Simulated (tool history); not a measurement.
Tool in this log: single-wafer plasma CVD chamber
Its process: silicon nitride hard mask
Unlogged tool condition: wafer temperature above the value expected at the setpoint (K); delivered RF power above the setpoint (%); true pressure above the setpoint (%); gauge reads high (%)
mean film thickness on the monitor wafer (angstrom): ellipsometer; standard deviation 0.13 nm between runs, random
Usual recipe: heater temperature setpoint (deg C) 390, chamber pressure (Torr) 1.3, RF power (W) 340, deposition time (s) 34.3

run	hour	heater temperature setpoint (deg C)	chamber pressure (Torr)	RF power (W)	deposition time (s)	wafers since the last listed run	hours since the last thermocouple change	hours since the last RF generator calibration	hours since the last manometer calibration	hours since the showerhead was replaced	hours since the gauge calibration	read-back reference wafer on the same gauge, thickness_nm	mean film thickness on the monitor wafer (angstrom)
1	0	390	1.3	340	34.3	0	180	153.1	227.2	2979.1	3104.8	39.591	377.56
2	83.7	390	1.3	300	34.3	2067	263.7	236.8	310.9	3062.8	3188.5	39.617	334.68
3	295.1	390	1.3	300	34.3	5222	475.1	448.2	522.3	3274.2	3399.9	39.612	335.9
4	349.6	390	1.3	390	34.3	1346	529.6	502.7	576.8	3328.7	3454.4	39.598	428.54
5	436.2	390	1.3	340	34.3	2139	616.2	589.3	663.4	3415.3	3541	39.576	377.54
6	505.4	390	1.08	390	34.3	1709	685.4	658.5	732.6	3484.5	3610.2	39.573	400.3
7	583.9	398	1.06	340	34.3	1939	763.9	737	811.1	3563	3688.7	39.584	353.23
8	722.3	395	1.49	390	32.2	3419	902.3	875.4	949.5	3701.4	3827.1	39.61	422.35
9	758.8	390	1.3	340	34.3	901	938.8	911.9	986	3737.9	3863.6	39.596	382
# hour 786.9: gauge calibrated
10	851.3	400	1.3	340	38.9	2285	1031.3	1004.4	1078.5	3830.4	64.4	39.602	431.25
# hour 932.7: thermocouple changed; heater temperature recalibrated
11	933.2	390	1.3	340	34.3	1825	0.5	1086.3	1160.4	3912.3	146.3	39.597	383.02
12	1033.3	400	1.48	385	32.2	2473	100.6	1186.4	1260.5	4012.4	246.4	39.602	420.12
13	1119.4	390	1.3	340	34.3	2127	186.7	1272.5	1346.6	4098.5	332.5	39.606	384.05
# hour 1148: capacitance manometer re-zeroed and calibrated
14	1196.2	383	1.3	340	37.2	1699	263.5	1349.3	48.2	4175.3	409.3	39.598	411.15
# hour 1215.7: showerhead replaced
15	1288.9	402	1	340	38.6	2092	356.2	1442	140.9	73.2	502	39.612	381.09
# hour 1302.4: RF generator calibrated
16	1394.3	390	1.3	340	40.9	2406	461.6	91.9	246.3	178.6	607.4	39.621	452.32
17	1438.3	397	1.3	360	34.3	1087	505.6	135.9	290.3	222.6	651.4	39.588	398.75
18	1636.8	390	1.3	340	34.3	4904	704.1	334.4	488.8	421.1	849.9	39.603	379.78
19	1676.4	379	1.6	340	31.2	978	743.7	374	528.4	460.7	889.5	39.595	371.61
20	1756.9	390	1.3	340	34.3	1988	824.2	454.5	608.9	541.2	970	39.62	379.78
21	1826.2	390	1.3	340	34.3	1712	893.5	523.8	678.2	610.5	1039.3	39.587	381.7
22	2082.5	403	1.06	340	34.3	6332	1149.8	780.1	934.5	866.8	1295.6	39.583	350.62
23	2128.6	378	1.3	285	34.3	1138	1195.9	826.2	980.6	912.9	1341.7	39.608	320.99
# hour 2149.7: thermocouple changed; heater temperature recalibrated
24	2207	390	1.3	340	34.3	1739	57.3	904.6	1059	991.3	1420.1	39.59	379.25
25	2310.9	382	1.3	405	30.6	2566	161.2	1008.5	1162.9	1095.2	1524	39.585	398.01
26	2412.8	379	1.3	340	39.1	2517	263.1	1110.4	1264.8	1197.1	1625.9	39.612	437.97
27	2476.3	390	1.59	340	34.3	1568	326.6	1173.9	1328.3	1260.6	1689.4	39.62	411.25
28	2572.6	390	1.45	340	34.3	2379	422.9	1270.2	1424.6	1356.9	1785.7	39.629	398.62
# hour 2584.2: RF generator calibrated
29	2670.9	390	1.3	340	34.3	2230	521.2	86.7	1522.9	1455.2	1884	39.605	384.69

Each row is a separate what-if for the run after 29, all from the same tool condition, not one after another. Results?
A	2671.3	390	1.3	340	34.3	9	521.6	87.1	1523.3	1455.6	1884.4	?	?
B	2671.3	381	1.07	340	34.3	9	521.6	87.1	1523.3	1455.6	1884.4	?	?
C	2671.3	390	1.3	295	28.5	9	521.6	87.1	1523.3	1455.6	1884.4	?	?

run	read-back reference wafer on the same gauge, thickness_nm	mean film thickness on the monitor wafer (angstrom)
A	39.587	383.38
B	39.587	358.43
C	39.587	276.66
Without the tool's hidden state the same runs would have given:
run	mean film thickness on the monitor wafer (angstrom)
A	374.94
B	349.79
C	270.57

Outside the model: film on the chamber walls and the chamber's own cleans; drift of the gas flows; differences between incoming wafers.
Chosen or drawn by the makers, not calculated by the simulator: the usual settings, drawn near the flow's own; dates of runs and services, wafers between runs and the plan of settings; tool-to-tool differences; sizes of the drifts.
